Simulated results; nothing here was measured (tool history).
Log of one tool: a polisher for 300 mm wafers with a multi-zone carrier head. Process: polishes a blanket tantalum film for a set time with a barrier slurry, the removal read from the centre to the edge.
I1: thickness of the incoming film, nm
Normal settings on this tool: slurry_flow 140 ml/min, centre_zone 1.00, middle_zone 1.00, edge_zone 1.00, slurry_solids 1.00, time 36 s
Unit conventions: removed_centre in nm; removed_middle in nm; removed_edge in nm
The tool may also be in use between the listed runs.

run 1 day=0.000 | slurry_flow=140 centre_zone=1.00 middle_zone=1.00 edge_zone=1.00 slurry_solids=1.00 time=36 | I1=216.7 | removed_centre=61.1 removed_middle=62.4 removed_edge=62.0
run 2 day=1.271 | slurry_flow=140 centre_zone=1.00 middle_zone=1.00 edge_zone=1.00 slurry_solids=1.00 time=36 | I1=217.7 | removed_centre=60.6 removed_middle=62.4 removed_edge=62.2
run 3 day=4.042 | slurry_flow=140 centre_zone=1.00 middle_zone=1.00 edge_zone=1.00 slurry_solids=1.00 time=36 | I1=220.5 | removed_centre=60.9 removed_middle=62.4 removed_edge=61.6
run 4 day=5.829 | slurry_flow=140 centre_zone=1.00 middle_zone=1.00 edge_zone=1.00 slurry_solids=1.00 time=36 | I1=217.6 | removed_centre=60.7 removed_middle=61.8 removed_edge=60.9
-- day=5.879 slurry nozzle cleaned
-- day=6.146 edge zone pressure recalibrated
run 5 day=7.654 | slurry_flow=140 centre_zone=1.00 middle_zone=1.00 edge_zone=1.00 slurry_solids=0.85 time=36 | I1=223.2 | removed_centre=59.9 removed_middle=60.5 removed_edge=60.1
run 6 day=9.579 | slurry_flow=140 centre_zone=1.00 middle_zone=1.00 edge_zone=1.00 slurry_solids=1.00 time=36 | I1=220.3 | removed_centre=61.3 removed_middle=62.9 removed_edge=62.3
-- day=11.417 worn pad replaced by a new one
run 7 day=11.500 | slurry_flow=140 centre_zone=1.00 middle_zone=1.08 edge_zone=1.05 slurry_solids=1.20 time=36 | I1=220.3 | removed_centre=64.6 removed_middle=68.1 removed_edge=66.4
-- day=13.217 centre zone pressure recalibrated
run 8 day=13.812 | slurry_flow=105 centre_zone=1.00 middle_zone=1.00 edge_zone=1.00 slurry_solids=1.00 time=40 | I1=219.0 | removed_centre=61.1 removed_middle=63.0 removed_edge=65.0
run 9 day=14.983 | slurry_flow=180 centre_zone=1.06 middle_zone=1.07 edge_zone=1.00 slurry_solids=1.00 time=28 | I1=218.6 | removed_centre=53.7 removed_middle=52.8 removed_edge=50.5
run 10 day=16.429 | slurry_flow=120 centre_zone=1.00 middle_zone=1.00 edge_zone=1.00 slurry_solids=1.00 time=36 | I1=218.0 | removed_centre=57.2 removed_middle=58.8 removed_edge=61.2
-- day=17.467 slurry nozzle cleaned
-- day=19.121 carrier head's membrane replaced by a new one
run 11 day=19.183 | slurry_flow=160 centre_zone=1.00 middle_zone=1.00 edge_zone=1.10 slurry_solids=0.80 time=31 | I1=221.8 | removed_centre=52.8 removed_middle=53.7 removed_edge=53.3
run 12 day=20.833 | slurry_flow=170 centre_zone=1.00 middle_zone=1.05 edge_zone=1.00 slurry_solids=1.00 time=48 | I1=218.4 | removed_centre=86.3 removed_middle=89.7 removed_edge=86.8
run 13 day=23.554 | slurry_flow=120 centre_zone=0.95 middle_zone=1.00 edge_zone=1.00 slurry_solids=1.20 time=48 | I1=219.9 | removed_centre=77.2 removed_middle=81.3 removed_edge=84.3
-- day=24.004 worn pad replaced by a new one
run 14 day=26.171 | slurry_flow=140 centre_zone=1.00 middle_zone=1.00 edge_zone=1.07 slurry_solids=1.20 time=36 | I1=221.9 | removed_centre=63.6 removed_middle=64.0 removed_edge=67.1
run 15 day=29.029 | slurry_flow=115 centre_zone=1.00 middle_zone=1.00 edge_zone=1.10 slurry_solids=0.90 time=36 | I1=219.4 | removed_centre=54.5 removed_middle=56.2 removed_edge=59.7
run 16 day=30.125 | slurry_flow=140 centre_zone=1.07 middle_zone=1.00 edge_zone=1.00 slurry_solids=0.80 time=36 | I1=220.1 | removed_centre=61.0 removed_middle=58.3 removed_edge=58.0
run 17 day=31.983 | slurry_flow=180 centre_zone=1.06 middle_zone=1.07 edge_zone=1.00 slurry_solids=1.00 time=28 | I1=222.1 | removed_centre=54.0 removed_middle=53.8 removed_edge=49.7
-- day=32.504 slurry nozzle cleaned
run 18 day=34.675 | slurry_flow=140 centre_zone=1.00 middle_zone=1.00 edge_zone=1.03 slurry_solids=1.00 time=36 | I1=219.4 | removed_centre=61.1 removed_middle=62.7 removed_edge=62.6
-- day=37.500 worn pad replaced by a new one
run 19 day=37.521 | slurry_flow=140 centre_zone=1.00 middle_zone=1.00 edge_zone=1.00 slurry_solids=1.00 time=36 | I1=221.7 | removed_centre=61.3 removed_middle=62.5 removed_edge=62.3
run 20 day=38.529 | slurry_flow=140 centre_zone=1.00 middle_zone=1.00 edge_zone=1.00 slurry_solids=1.00 time=36 | I1=224.5 | removed_centre=60.5 removed_middle=61.3 removed_edge=62.7
run 21 day=41.225 | slurry_flow=140 centre_zone=1.00 middle_zone=1.00 edge_zone=0.92 slurry_solids=1.00 time=36 | I1=220.0 | removed_centre=59.8 removed_middle=61.8 removed_edge=60.3

What if the next run were any one of these 4? Each begins from the tool's condition after run 21:
run A day=41.242 | slurry_flow=180 centre_zone=1.00 middle_zone=1.00 edge_zone=1.00 slurry_solids=1.00 time=36 | I1=224.5 | removed_centre=? removed_middle=? removed_edge=?
run B day=41.242 | slurry_flow=110 centre_zone=0.91 middle_zone=1.06 edge_zone=1.11 slurry_solids=1.00 time=36 | I1=224.5 | removed_centre=? removed_middle=? removed_edge=?
run C day=41.242 | slurry_flow=140 centre_zone=1.00 middle_zone=0.90 edge_zone=1.00 slurry_solids=1.00 time=41 | I1=224.5 | removed_centre=? removed_middle=? removed_edge=?
run D day=41.242 | slurry_flow=180 centre_zone=1.00 middle_zone=1.00 edge_zone=0.90 slurry_solids=1.25 time=36 | I1=224.5 | removed_centre=? removed_middle=? removed_edge=?

run=A removed_centre=64.9 removed_middle=63.8 removed_edge=64.2
run=B removed_centre=50.7 removed_middle=57.9 removed_edge=60.9
run=C removed_centre=69.2 removed_middle=64.2 removed_edge=70.2
run=D removed_centre=68.5 removed_middle=67.2 removed_edge=65.2
The same runs, with their run-to-run variation unchanged, on a tool lacking any hidden condition would have given:
run=A removed_centre=67.3 removed_middle=65.9 removed_edge=65.7
run=B removed_centre=54.0 removed_middle=61.2 removed_edge=63.1
run=C removed_centre=72.6 removed_middle=67.0 removed_edge=72.3
run=D removed_centre=71.0 removed_middle=69.5 removed_edge=66.8
